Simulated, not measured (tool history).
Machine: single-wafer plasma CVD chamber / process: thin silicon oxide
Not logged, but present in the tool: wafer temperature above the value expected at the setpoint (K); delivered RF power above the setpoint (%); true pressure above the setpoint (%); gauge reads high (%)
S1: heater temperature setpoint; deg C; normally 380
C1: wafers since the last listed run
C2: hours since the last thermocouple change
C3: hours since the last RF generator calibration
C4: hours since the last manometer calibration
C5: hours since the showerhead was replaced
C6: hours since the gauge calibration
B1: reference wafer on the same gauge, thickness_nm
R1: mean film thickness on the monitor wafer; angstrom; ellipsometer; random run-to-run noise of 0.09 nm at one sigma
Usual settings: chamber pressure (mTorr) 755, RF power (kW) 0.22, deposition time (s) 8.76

{"run": 1, "hour": 0.0, "S1": 380, "chamber pressure (mTorr)": 755, "RF power (kW)": 0.22, "deposition time (s)": 8.76, "C1": 0, "C2": 1822.1, "C3": 669.4, "C4": 1587.6, "C5": 8066.3, "C6": 463.2, "B1": 13.387, "R1": 137.75}
{"run": 2, "hour": 25.6, "S1": 380, "chamber pressure (mTorr)": 755, "RF power (kW)": 0.22, "deposition time (s)": 8.76, "C1": 1185, "C2": 1847.7, "C3": 695, "C4": 1613.2, "C5": 8091.9, "C6": 488.8, "B1": 13.403, "R1": 138.49}
{"hour": 60.2, "done": "capacitance manometer re-zeroed and calibrated"}
{"run": 3, "hour": 60.7, "S1": 380, "chamber pressure (mTorr)": 755, "RF power (kW)": 0.22, "deposition time (s)": 8.76, "C1": 1254, "C2": 1882.8, "C3": 730.1, "C4": 0.5, "C5": 8127, "C6": 523.9, "B1": 13.381, "R1": 151.72}
{"run": 4, "hour": 84.9, "S1": 380, "chamber pressure (mTorr)": 755, "RF power (kW)": 0.22, "deposition time (s)": 8.76, "C1": 1120, "C2": 1907, "C3": 754.3, "C4": 24.7, "C5": 8151.2, "C6": 548.1, "B1": 13.395, "R1": 148.98}
{"run": 5, "hour": 118.9, "S1": 380, "chamber pressure (mTorr)": 755, "RF power (kW)": 0.22, "deposition time (s)": 8.76, "C1": 1574, "C2": 1941, "C3": 788.3, "C4": 58.7, "C5": 8185.2, "C6": 582.1, "B1": 13.404, "R1": 151.45}
{"run": 6, "hour": 147.2, "S1": 380, "chamber pressure (mTorr)": 755, "RF power (kW)": 0.22, "deposition time (s)": 8.76, "C1": 1310, "C2": 1969.3, "C3": 816.6, "C4": 87, "C5": 8213.5, "C6": 610.4, "B1": 13.405, "R1": 149.92}
{"run": 7, "hour": 171.4, "S1": 380, "chamber pressure (mTorr)": 755, "RF power (kW)": 0.22, "deposition time (s)": 8.76, "C1": 1120, "C2": 1993.5, "C3": 840.8, "C4": 111.2, "C5": 8237.7, "C6": 634.6, "B1": 13.404, "R1": 149.11}
{"run": 8, "hour": 199.6, "S1": 380, "chamber pressure (mTorr)": 755, "RF power (kW)": 0.22, "deposition time (s)": 8.76, "C1": 1305, "C2": 2021.7, "C3": 869, "C4": 139.4, "C5": 8265.9, "C6": 662.8, "B1": 13.397, "R1": 148.34}
{"run": 9, "hour": 213.7, "S1": 380, "chamber pressure (mTorr)": 755, "RF power (kW)": 0.22, "deposition time (s)": 8.76, "C1": 652, "C2": 2035.8, "C3": 883.1, "C4": 153.5, "C5": 8280, "C6": 676.9, "B1": 13.387, "R1": 148.94}
{"run": 10, "hour": 229.5, "S1": 392, "chamber pressure (mTorr)": 588, "RF power (kW)": 0.19, "deposition time (s)": 7.92, "C1": 731, "C2": 2051.6, "C3": 898.9, "C4": 169.3, "C5": 8295.8, "C6": 692.7, "B1": 13.406, "R1": 97.31}
{"hour": 250.5, "done": "thermocouple changed; heater temperature recalibrated"}
{"run": 11, "hour": 260.4, "S1": 380, "chamber pressure (mTorr)": 628, "RF power (kW)": 0.205, "deposition time (s)": 8.05, "C1": 1060, "C2": 9.9, "C3": 929.8, "C4": 200.2, "C5": 8326.7, "C6": 723.6, "B1": 13.386, "R1": 108.49}
{"run": 12, "hour": 276.0, "S1": 372, "chamber pressure (mTorr)": 625, "RF power (kW)": 0.2, "deposition time (s)": 9.59, "C1": 722, "C2": 25.5, "C3": 945.4, "C4": 215.8, "C5": 8342.3, "C6": 739.2, "B1": 13.404, "R1": 128.89}
{"hour": 300.2, "done": "RF generator calibrated"}
{"run": 13, "hour": 301.4, "S1": 380, "chamber pressure (mTorr)": 755, "RF power (kW)": 0.22, "deposition time (s)": 8.76, "C1": 805, "C2": 50.9, "C3": 1.2, "C4": 241.2, "C5": 8367.7, "C6": 764.6, "B1": 13.397, "R1": 147.69}
{"run": 14, "hour": 339.3, "S1": 380, "chamber pressure (mTorr)": 755, "RF power (kW)": 0.22, "deposition time (s)": 8.76, "C1": 1754, "C2": 88.8, "C3": 39.1, "C4": 279.1, "C5": 8405.6, "C6": 802.5, "B1": 13.396, "R1": 148.6}
{"hour": 357.2, "done": "showerhead replaced"}
{"run": 15, "hour": 367.3, "S1": 391, "chamber pressure (mTorr)": 755, "RF power (kW)": 0.22, "deposition time (s)": 9.24, "C1": 926, "C2": 116.8, "C3": 67.1, "C4": 307.1, "C5": 10.1, "C6": 830.5, "B1": 13.398, "R1": 154.85}
{"run": 16, "hour": 395.2, "S1": 393, "chamber pressure (mTorr)": 755, "RF power (kW)": 0.26, "deposition time (s)": 8.76, "C1": 1291, "C2": 144.7, "C3": 95, "C4": 335, "C5": 38, "C6": 858.4, "B1": 13.393, "R1": 157.08}
{"run": 17, "hour": 429.6, "S1": 380, "chamber pressure (mTorr)": 755, "RF power (kW)": 0.185, "deposition time (s)": 10.43, "C1": 1592, "C2": 179.1, "C3": 129.4, "C4": 369.4, "C5": 72.4, "C6": 892.8, "B1": 13.385, "R1": 162.02}
{"run": 18, "hour": 443.0, "S1": 380, "chamber pressure (mTorr)": 755, "RF power (kW)": 0.22, "deposition time (s)": 8.76, "C1": 620, "C2": 192.5, "C3": 142.8, "C4": 382.8, "C5": 85.8, "C6": 906.2, "B1": 13.401, "R1": 146.62}
{"run": 19, "hour": 466.1, "S1": 380, "chamber pressure (mTorr)": 755, "RF power (kW)": 0.19, "deposition time (s)": 7.14, "C1": 1069, "C2": 215.6, "C3": 165.9, "C4": 405.9, "C5": 108.9, "C6": 929.3, "B1": 13.387, "R1": 111.83}
{"hour": 478.9, "done": "gauge calibrated"}
{"run": 20, "hour": 483.9, "S1": 386, "chamber pressure (mTorr)": 683, "RF power (kW)": 0.22, "deposition time (s)": 8.76, "C1": 824, "C2": 233.4, "C3": 183.7, "C4": 423.7, "C5": 126.7, "C6": 5, "B1": 13.381, "R1": 131.05}
{"run": 21, "hour": 532.9, "S1": 387, "chamber pressure (mTorr)": 692, "RF power (kW)": 0.2, "deposition time (s)": 7.96, "C1": 2268, "C2": 282.4, "C3": 232.7, "C4": 472.7, "C5": 175.7, "C6": 54, "B1": 13.397, "R1": 116.95}
{"run": 22, "hour": 628.0, "S1": 386, "chamber pressure (mTorr)": 702, "RF power (kW)": 0.22, "deposition time (s)": 9.96, "C1": 4403, "C2": 377.5, "C3": 327.8, "C4": 567.8, "C5": 270.8, "C6": 149.1, "B1": 13.414, "R1": 152.59}
{"run": 23, "hour": 652.8, "S1": 380, "chamber pressure (mTorr)": 755, "RF power (kW)": 0.22, "deposition time (s)": 8.76, "C1": 1148, "C2": 402.3, "C3": 352.6, "C4": 592.6, "C5": 295.6, "C6": 173.9, "B1": 13.403, "R1": 145.32}
{"run": 24, "hour": 674.1, "S1": 369, "chamber pressure (mTorr)": 755, "RF power (kW)": 0.25, "deposition time (s)": 7.29, "C1": 986, "C2": 423.6, "C3": 373.9, "C4": 613.9, "C5": 316.9, "C6": 195.2, "B1": 13.422, "R1": 128.32}
{"run": 25, "hour": 705.7, "S1": 380, "chamber pressure (mTorr)": 855, "RF power (kW)": 0.19, "deposition time (s)": 8.76, "C1": 1463, "C2": 455.2, "C3": 405.5, "C4": 645.5, "C5": 348.5, "C6": 226.8, "B1": 13.417, "R1": 154.13}
{"run": 26, "hour": 741.7, "S1": 380, "chamber pressure (mTorr)": 755, "RF power (kW)": 0.22, "deposition time (s)": 8.76, "C1": 1666, "C2": 491.2, "C3": 441.5, "C4": 681.5, "C5": 384.5, "C6": 262.8, "B1": 13.421, "R1": 144.64}
{"run": 27, "hour": 805.6, "S1": 380, "chamber pressure (mTorr)": 755, "RF power (kW)": 0.22, "deposition time (s)": 9.13, "C1": 2958, "C2": 555.1, "C3": 505.4, "C4": 745.4, "C5": 448.4, "C6": 326.7, "B1": 13.404, "R1": 150.03}
{"run": 28, "hour": 839.7, "S1": 380, "chamber pressure (mTorr)": 755, "RF power (kW)": 0.22, "deposition time (s)": 8.76, "C1": 1578, "C2": 589.2, "C3": 539.5, "C4": 779.5, "C5": 482.5, "C6": 360.8, "B1": 13.397, "R1": 144.28}
{"run": 29, "hour": 860.1, "S1": 373, "chamber pressure (mTorr)": 755, "RF power (kW)": 0.22, "deposition time (s)": 8.76, "C1": 944, "C2": 609.6, "C3": 559.9, "C4": 799.9, "C5": 502.9, "C6": 381.2, "B1": 13.392, "R1": 145.55}
{"run": 30, "hour": 877.8, "S1": 366, "chamber pressure (mTorr)": 755, "RF power (kW)": 0.22, "deposition time (s)": 8.04, "C1": 819, "C2": 627.3, "C3": 577.6, "C4": 817.6, "C5": 520.6, "C6": 398.9, "B1": 13.42, "R1": 133.64}

Below are 3 alternative next runs, each starting from the tool's condition after run 30. Predict each:
{"run": "A", "hour": 878.2, "S1": 380, "chamber pressure (mTorr)": 755, "RF power (kW)": 0.22, "deposition time (s)": 8.76, "C1": 18, "C2": 627.7, "C3": 578, "C4": 818, "C5": 521, "C6": 399.3, "B1": "?", "R1": "?"}
{"run": "B", "hour": 878.2, "S1": 380, "chamber pressure (mTorr)": 755, "RF power (kW)": 0.22, "deposition time (s)": 8.19, "C1": 18, "C2": 627.7, "C3": 578, "C4": 818, "C5": 521, "C6": 399.3, "B1": "?", "R1": "?"}
{"run": "C", "hour": 878.2, "S1": 380, "chamber pressure (mTorr)": 695, "RF power (kW)": 0.22, "deposition time (s)": 10.19, "C1": 18, "C2": 627.7, "C3": 578, "C4": 818, "C5": 521, "C6": 399.3, "B1": "?", "R1": "?"}

run=A B1=13.416 R1=143.99
run=B B1=13.416 R1=134.64
run=C B1=13.416 R1=153.53
What these runs would have given with no unlogged condition in the tool:
run=A R1=150.4
run=B R1=140.64
run=C R1=160.63
